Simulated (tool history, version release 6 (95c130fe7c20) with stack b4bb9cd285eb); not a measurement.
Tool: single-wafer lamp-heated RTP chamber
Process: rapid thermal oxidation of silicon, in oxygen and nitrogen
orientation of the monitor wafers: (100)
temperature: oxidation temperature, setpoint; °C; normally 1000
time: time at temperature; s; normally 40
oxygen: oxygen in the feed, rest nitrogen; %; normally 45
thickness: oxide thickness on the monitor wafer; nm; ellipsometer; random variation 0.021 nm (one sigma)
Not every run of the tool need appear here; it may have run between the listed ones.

run,hour,temperature,time,oxygen,wafers since the last listed run,wafers since the last pyrometer calibration,hours since the oxygen flow controller was replaced,hours since the gauge calibration,"read-back reference wafer on the same gauge, thickness",thickness
1,0,1000,40,45,0,1358,2130.6,53.9,3.436,4.163
2,23.8,1000,40,45,98,1457,2154.4,77.7,3.44,4.141
3,77.5,1000,40,45,221,1678,2208.1,131.4,3.435,4.139
# hour 90: oxygen flow controller replaced
4,90.5,1000,40,45,20,1699,0.5,144.4,3.439,4.153
5,92.9,1000,40,45,9,1709,2.9,146.8,3.44,4.167
6,104.5,1000,40,69,47,1757,14.5,158.4,3.437,4.774
7,110.7,1000,40,69,25,1782,20.7,164.6,3.436,4.719
8,121.9,1000,23,70,46,1829,31.9,175.8,3.437,3.85
9,136.4,1011,47,74,59,1889,46.4,190.3,3.436,5.658
10,144.1,1027,40,45,31,1920,54.1,198,3.446,4.972
# hour 155.9: gauge calibrated
# hour 158.2: pyrometer window cleaned and pyrometer calibrated
11,193,985,40,59,168,143,103,37.1,3.438,3.897
12,208.9,990,40,45,65,209,118.9,53,3.444,3.743
13,222.1,1000,50,64,54,263,132.1,66.2,3.445,4.864
14,245.1,1000,40,45,94,358,155.1,89.2,3.437,4.036

Hidden state, per run?
deviation of the oxygen flow from its setpoint, %: 0 on each run
gauge reads high (%): 0 on each run
H1: true wafer temperature minus pyrometer reading, K
run,H1
1,9.24
2,9.45
3,9.83
4,9.9
5,9.92
6,9.98
7,10
8,10.1
9,10.1
10,10.2
11,2.45
12,3.19
13,3.76
14,4.65
